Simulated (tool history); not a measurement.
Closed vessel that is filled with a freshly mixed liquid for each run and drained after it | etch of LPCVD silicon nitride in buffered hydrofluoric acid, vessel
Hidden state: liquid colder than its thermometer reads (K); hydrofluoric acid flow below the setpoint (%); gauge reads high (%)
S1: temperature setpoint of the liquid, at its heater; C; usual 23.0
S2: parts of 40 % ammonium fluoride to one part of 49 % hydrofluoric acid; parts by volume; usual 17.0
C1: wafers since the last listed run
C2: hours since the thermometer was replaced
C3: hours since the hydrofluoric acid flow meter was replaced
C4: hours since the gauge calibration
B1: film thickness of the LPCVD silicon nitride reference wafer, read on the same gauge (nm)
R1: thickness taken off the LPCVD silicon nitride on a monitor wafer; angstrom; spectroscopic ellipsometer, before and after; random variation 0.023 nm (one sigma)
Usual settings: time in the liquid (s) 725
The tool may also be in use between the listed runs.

{"run": 1, "day": 0.0, "S1": 23.0, "S2": 17.0, "time in the liquid (s)": 725, "C1": 0, "C2": 1235.1, "C3": 782.0, "C4": 608.2, "B1": 30.01, "R1": 52.6}
{"run": 2, "day": 2.425, "S1": 23.0, "S2": 17.0, "time in the liquid (s)": 725, "C1": 2249, "C2": 1293.3, "C3": 840.2, "C4": 666.4, "B1": 30.01, "R1": 52.1}
{"run": 3, "day": 4.683, "S1": 23.0, "S2": 17.0, "time in the liquid (s)": 725, "C1": 2095, "C2": 1347.5, "C3": 894.4, "C4": 720.6, "B1": 30.01, "R1": 52.6}
{"run": 4, "day": 6.808, "S1": 23.0, "S2": 19.5, "time in the liquid (s)": 725, "C1": 1971, "C2": 1398.5, "C3": 945.4, "C4": 771.6, "B1": 30.0, "R1": 45.7}
{"run": 5, "day": 8.379, "S1": 23.0, "S2": 19.5, "time in the liquid (s)": 725, "C1": 1457, "C2": 1436.2, "C3": 983.1, "C4": 809.3, "B1": 30.01, "R1": 46.0}
{"run": 6, "day": 12.129, "S1": 23.0, "S2": 19.5, "time in the liquid (s)": 725, "C1": 3479, "C2": 1526.2, "C3": 1073.1, "C4": 899.3, "B1": 30.0, "R1": 45.5}
{"run": 7, "day": 16.708, "S1": 23.0, "S2": 15.5, "time in the liquid (s)": 725, "C1": 4248, "C2": 1636.1, "C3": 1183.0, "C4": 1009.2, "B1": 30.0, "R1": 56.9}
{"run": 8, "day": 17.817, "S1": 23.0, "S2": 17.0, "time in the liquid (s)": 425, "C1": 1028, "C2": 1662.7, "C3": 1209.6, "C4": 1035.8, "B1": 30.0, "R1": 30.7}
{"run": 9, "day": 19.471, "S1": 23.0, "S2": 17.0, "time in the liquid (s)": 725, "C1": 1534, "C2": 1702.4, "C3": 1249.3, "C4": 1075.5, "B1": 30.01, "R1": 52.3}
{"run": 10, "day": 20.533, "S1": 23.0, "S2": 17.0, "time in the liquid (s)": 725, "C1": 985, "C2": 1727.9, "C3": 1274.8, "C4": 1101.0, "B1": 30.02, "R1": 52.4}
{"run": 11, "day": 22.633, "S1": 23.0, "S2": 17.0, "time in the liquid (s)": 490, "C1": 1948, "C2": 1778.3, "C3": 1325.2, "C4": 1151.4, "B1": 29.99, "R1": 35.2}
{"run": 12, "day": 25.342, "S1": 23.0, "S2": 17.0, "time in the liquid (s)": 400, "C1": 2512, "C2": 1843.3, "C3": 1390.2, "C4": 1216.4, "B1": 30.01, "R1": 28.8}
{"run": 13, "day": 27.688, "S1": 23.0, "S2": 17.0, "time in the liquid (s)": 400, "C1": 2176, "C2": 1899.6, "C3": 1446.5, "C4": 1272.7, "B1": 30.0, "R1": 28.8}
{"run": 14, "day": 30.067, "S1": 23.0, "S2": 17.0, "time in the liquid (s)": 400, "C1": 2207, "C2": 1956.7, "C3": 1503.6, "C4": 1329.8, "B1": 30.0, "R1": 29.0}
{"run": 15, "day": 32.908, "S1": 21.0, "S2": 22.5, "time in the liquid (s)": 725, "C1": 2636, "C2": 2024.9, "C3": 1571.8, "C4": 1398.0, "B1": 30.02, "R1": 36.6}
{"run": 16, "day": 35.821, "S1": 23.0, "S2": 17.0, "time in the liquid (s)": 725, "C1": 2702, "C2": 2094.8, "C3": 1641.7, "C4": 1467.9, "B1": 29.99, "R1": 52.5}
{"run": 17, "day": 36.842, "S1": 26.0, "S2": 21.0, "time in the liquid (s)": 385, "C1": 947, "C2": 2119.3, "C3": 1666.2, "C4": 1492.4, "B1": 29.98, "R1": 27.2}
{"day": 38.125, "done": "hydrofluoric acid flow meter replaced"}
{"run": 18, "day": 38.767, "S1": 26.5, "S2": 21.5, "time in the liquid (s)": 315, "C1": 1747, "C2": 2165.5, "C3": 15.4, "C4": 1538.6, "B1": 30.01, "R1": 22.4}
{"run": 19, "day": 41.475, "S1": 20.0, "S2": 17.0, "time in the liquid (s)": 725, "C1": 2512, "C2": 2230.5, "C3": 80.4, "C4": 1603.6, "B1": 29.98, "R1": 44.6}
{"run": 20, "day": 42.633, "S1": 18.0, "S2": 17.0, "time in the liquid (s)": 725, "C1": 1074, "C2": 2258.3, "C3": 108.2, "C4": 1631.4, "B1": 30.0, "R1": 39.5}
{"run": 21, "day": 45.175, "S1": 27.0, "S2": 14.5, "time in the liquid (s)": 1005, "C1": 2358, "C2": 2319.3, "C3": 169.2, "C4": 1692.4, "B1": 29.99, "R1": 105.8}
{"day": 46.133, "done": "gauge calibrated"}
{"run": 22, "day": 47.242, "S1": 18.5, "S2": 19.5, "time in the liquid (s)": 875, "C1": 1917, "C2": 2368.9, "C3": 218.8, "C4": 26.6, "B1": 29.99, "R1": 42.8}
{"run": 23, "day": 48.412, "S1": 23.0, "S2": 15.0, "time in the liquid (s)": 590, "C1": 1086, "C2": 2397.0, "C3": 246.9, "C4": 54.7, "B1": 30.01, "R1": 48.0}
{"day": 48.908, "done": "thermometer replaced"}
{"run": 24, "day": 51.396, "S1": 23.0, "S2": 12.0, "time in the liquid (s)": 1105, "C1": 2729, "C2": 59.7, "C3": 318.5, "C4": 126.3, "B1": 30.0, "R1": 112.4}
{"run": 25, "day": 53.371, "S1": 23.0, "S2": 17.0, "time in the liquid (s)": 420, "C1": 1832, "C2": 107.1, "C3": 365.9, "C4": 173.7, "B1": 30.0, "R1": 30.2}
{"run": 26, "day": 55.1, "S1": 23.0, "S2": 19.0, "time in the liquid (s)": 725, "C1": 1604, "C2": 148.6, "C3": 407.4, "C4": 215.2, "B1": 29.98, "R1": 46.8}
{"run": 27, "day": 58.025, "S1": 23.0, "S2": 21.0, "time in the liquid (s)": 725, "C1": 2713, "C2": 218.8, "C3": 477.6, "C4": 285.4, "B1": 30.01, "R1": 43.2}
{"run": 28, "day": 59.033, "S1": 28.0, "S2": 11.5, "time in the liquid (s)": 930, "C1": 935, "C2": 243.0, "C3": 501.8, "C4": 309.6, "B1": 30.01, "R1": 128.3}
{"run": 29, "day": 63.75, "S1": 23.0, "S2": 17.0, "time in the liquid (s)": 490, "C1": 4376, "C2": 356.2, "C3": 615.0, "C4": 422.8, "B1": 29.98, "R1": 35.4}
{"run": 30, "day": 65.404, "S1": 23.0, "S2": 17.0, "time in the liquid (s)": 725, "C1": 1534, "C2": 395.9, "C3": 654.7, "C4": 462.5, "B1": 30.01, "R1": 52.5}
{"run": 31, "day": 66.596, "S1": 18.5, "S2": 14.5, "time in the liquid (s)": 725, "C1": 1105, "C2": 424.5, "C3": 683.3, "C4": 491.1, "B1": 30.0, "R1": 47.5}
{"run": 32, "day": 67.717, "S1": 23.0, "S2": 15.0, "time in the liquid (s)": 725, "C1": 1039, "C2": 451.4, "C3": 710.2, "C4": 518.0, "B1": 30.01, "R1": 59.7}

Forecast each of these 4 alternatives for the next run:
{"run": "A", "day": 67.754, "S1": 23.0, "S2": 17.0, "time in the liquid (s)": 725, "C1": 34, "C2": 452.3, "C3": 711.1, "C4": 518.9, "B1": "?", "R1": "?"}
{"run": "B", "day": 67.754, "S1": 25.5, "S2": 19.0, "time in the liquid (s)": 725, "C1": 34, "C2": 452.3, "C3": 711.1, "C4": 518.9, "B1": "?", "R1": "?"}
{"run": "C", "day": 67.754, "S1": 21.5, "S2": 10.5, "time in the liquid (s)": 880, "C1": 34, "C2": 452.3, "C3": 711.1, "C4": 518.9, "B1": "?", "R1": "?"}
{"run": "D", "day": 67.754, "S1": 25.5, "S2": 14.0, "time in the liquid (s)": 475, "C1": 34, "C2": 452.3, "C3": 711.1, "C4": 518.9, "B1": "?", "R1": "?"}

run=A B1=30.01 R1=52.4
run=B B1=30.01 R1=53.8
run=C B1=30.01 R1=93.9
run=D B1=30.01 R1=47.6
Without the tool's hidden state the same runs would have given:
run=A R1=52.4
run=B R1=53.8
run=C R1=93.9
run=D R1=47.6

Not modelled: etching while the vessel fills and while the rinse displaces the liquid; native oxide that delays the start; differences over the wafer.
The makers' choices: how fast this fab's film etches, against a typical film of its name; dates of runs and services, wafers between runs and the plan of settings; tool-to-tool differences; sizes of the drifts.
